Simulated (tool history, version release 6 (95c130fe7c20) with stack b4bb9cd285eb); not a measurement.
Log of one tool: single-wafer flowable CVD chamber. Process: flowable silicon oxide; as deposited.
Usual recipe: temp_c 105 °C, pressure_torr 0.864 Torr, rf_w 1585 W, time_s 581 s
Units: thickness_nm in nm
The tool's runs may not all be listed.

run   hour  temp_c  pressure_torr  rf_w  time_s  wafers since the last listed run  hours since the last thermocouple change  hours since the last RF generator calibration  hours since the last manometer calibration  hours since the showerhead was replaced  hours since the gauge calibration  read-back reference wafer on the same gauge, thickness_nm  thickness_nm
  1    0.0     105          0.864  1585     581                                 0                                    1444.3                                         2222.9                                      2351.6                                   7852.6                              433.4                                                    334.995       272.474
  2   12.4     105          0.864  1585     581                                46                                    1456.7                                         2235.3                                      2364.0                                   7865.0                              445.8                                                    334.855       273.752
  3   23.6      93          0.797  1585     581                                42                                    1467.9                                         2246.5                                      2375.2                                   7876.2                              457.0                                                    335.002       356.781
      34.9  -- RF generator calibrated
  4   35.8      93          0.797  1585     581                                15                                    1480.1                                            0.9                                      2387.4                                   7888.4                              469.2                                                    335.083       354.880
  5   44.2      93          0.797  1585     581                                31                                    1488.5                                            9.3                                      2395.8                                   7896.8                              477.6                                                    334.862       356.006
  6   55.8     105          0.864  1585     581                                43                                    1500.1                                           20.9                                      2407.4                                   7908.4                              489.2                                                    334.960       272.545
  7   65.1     105          0.864  1585     581                                35                                    1509.4                                           30.2                                      2416.7                                   7917.7                              498.5                                                    335.129       272.947
      70.2  -- gauge calibrated
  8   79.1     116          0.864  1750     619                                52                                    1523.4                                           44.2                                      2430.7                                   7931.7                                8.9                                                    335.031       216.878
      97.8  -- capacitance manometer re-zeroed and calibrated
  9   98.3     118          1.057  1815     647                                42                                    1542.6                                           63.4                                         0.5                                   7950.9                               28.1                                                    334.896       282.500
 10  107.9     100          1.030  1475     665                                36                                    1552.2                                           73.0                                        10.1                                   7960.5                               37.7                                                    334.969       449.769
 11  115.3     118          1.060  1585     581                                27                                    1559.6                                           80.4                                        17.5                                   7967.9                               45.1                                                    334.780       248.120
 12  129.1     105          0.768  1885     581                                52                                    1573.4                                           94.2                                        31.3                                   7981.7                               58.9                                                    334.893       268.474
 13  140.5     114          1.034  1585     581                                43                                    1584.8                                          105.6                                        42.7                                   7993.1                               70.3                                                    334.888       269.280
 14  147.4     105          0.864  1585     581                                26                                    1591.7                                          112.5                                        49.6                                   8000.0                               77.2                                                    334.957       290.140
     156.1  -- showerhead replaced
 15  157.7     105          0.864  1585     483                                 8                                    1602.0                                          122.8                                        59.9                                      1.6                               87.5                                                    334.897       241.762
 16  165.8     105          0.864  1585     581                                30                                    1610.1                                          130.9                                        68.0                                      9.7                               95.6                                                    335.010       289.740
 17  173.3     105          0.864  1585     581                                28                                    1617.6                                          138.4                                        75.5                                     17.2                              103.1                                                    334.894       291.064
     187.3  -- thermocouple changed; heater temperature recalibrated
 18  188.5     105          0.985  1585     581                                27                                       1.2                                          153.6                                        90.7                                     32.4                              118.3                                                    334.859       330.702
 19  194.9     105          0.785  1585     581                                24                                       7.6                                          160.0                                        97.1                                     38.8                              124.7                                                    335.125       264.959
 20  211.2     105          0.864  1340     581                                61                                      23.9                                          176.3                                       113.4                                     55.1                              141.0                                                    334.975       278.583
 21  225.2     105          0.864  1585     581                                52                                      37.9                                          190.3                                       127.4                                     69.1                              155.0                                                    334.764       291.629
 22  240.3     105          0.661  1585     581                                57                                      53.0                                          205.4                                       142.5                                     84.2                              170.1                                                    335.159       222.632
 23  250.9     105          0.864  1585     581                                40                                      63.6                                          216.0                                       153.1                                     94.8                              180.7                                                    334.933       290.184
 24  262.1     105          0.864  1585     643                                42                                      74.8                                          227.2                                       164.3                                    106.0                              191.9                                                    334.961       321.099
 25  273.3      98          0.864  1840     548                                42                                      86.0                                          238.4                                       175.5                                    117.2                              203.1                                                    335.012       348.014
 26  288.2      97          1.007  1585     581                                56                                     100.9                                          253.3                                       190.4                                    132.1                              218.0                                                    335.199       426.289
 27  300.9     105          0.716  1875     581                                47                                     113.6                                          266.0                                       203.1                                    144.8                              230.7                                                    335.139       248.509
 28  315.9      91          0.677  1275     581                                56                                     128.6                                          281.0                                       218.1                                    159.8                              245.7                                                    335.167       322.971

Predict each of these 4 candidate next runs independently; none follows another, all start after run 28:
  A  316.5     105          0.864  1585     581                                 2                                     129.2                                          281.6                                       218.7                                    160.4                              246.3                                                          ?             ?
  B  316.5     105          1.055  1585     581                                 2                                     129.2                                          281.6                                       218.7                                    160.4                              246.3                                                          ?             ?
  C  316.5     113          0.864  1865     581                                 2                                     129.2                                          281.6                                       218.7                                    160.4                              246.3                                                          ?             ?
  D  316.5     116          1.011  1275     485                                 2                                     129.2                                          281.6                                       218.7                                    160.4                              246.3                                                          ?             ?

run  read-back reference wafer on the same gauge, thickness_nm  thickness_nm
  A                                                    335.007       288.803
  B                                                    335.007       351.927
  C                                                    335.007       238.269
  D                                                    335.007       194.742
With no hidden state in the tool, these same runs would have given:
run  thickness_nm
  A       293.362
  B       357.216
  C       242.030
  D       197.668
